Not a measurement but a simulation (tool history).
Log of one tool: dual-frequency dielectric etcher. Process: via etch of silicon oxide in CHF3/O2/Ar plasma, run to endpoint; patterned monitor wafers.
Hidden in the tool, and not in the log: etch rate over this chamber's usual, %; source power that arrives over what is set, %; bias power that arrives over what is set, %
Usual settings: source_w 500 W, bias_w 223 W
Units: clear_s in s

run   hour  source_w  bias_w  wafers since the last listed run  hours since the last wet clean  hours since the last source power generator calibration  hours since the last bias power generator calibration  hours since the last upper electrode change  incoming incoming film thickness, nm  clear_s
  1    0.0       500     207                                 0                           467.0                                                   2310.0                                                 4669.3                                       4654.0                                 498.0    268.1
  2   15.9       500     207                                53                           482.9                                                   2325.9                                                 4685.2                                       4669.9                                 494.4    266.6
  3   23.2       500     207                                24                           490.2                                                   2333.2                                                 4692.5                                       4677.2                                 499.8    269.8
  4   33.7       500     195                                35                           500.7                                                   2343.7                                                 4703.0                                       4687.7                                 498.7    279.5
  5   44.8       500     195                                37                           511.8                                                   2354.8                                                 4714.1                                       4698.8                                 499.7    280.9
  6   51.1       500     195                                21                           518.1                                                   2361.1                                                 4720.4                                       4705.1                                 497.5    280.1
  7   71.0       500     223                                66                           538.0                                                   2381.0                                                 4740.3                                       4725.0                                 493.5    255.4
  8   85.8       500     223                                49                           552.8                                                   2395.8                                                 4755.1                                       4739.8                                 491.9    254.3
  9  103.1       500     223                                58                           570.1                                                   2413.1                                                 4772.4                                       4757.1                                 493.5    257.7
     126.2  -- source power generator calibrated
 10  138.2       500     223                               104                           605.2                                                     12.0                                                 4807.5                                       4792.2                                 496.4    260.2
 11  144.7       500     223                                21                           611.7                                                     18.5                                                 4814.0                                       4798.7                                 495.4    259.7

Run 12 comes next. What will it give?
     172.9  -- wet clean of the chamber
     195.8  -- bias power generator calibrated
     196.6  -- upper electrode replaced
 12  197.1       500     223                                79                            24.2                                                     70.9                                                    1.3                                          0.5                                 494.3        ?

Run 12 gave clear_s 246.2 s.
Without the tool's hidden state the same run would have given clear_s 245.7 s.
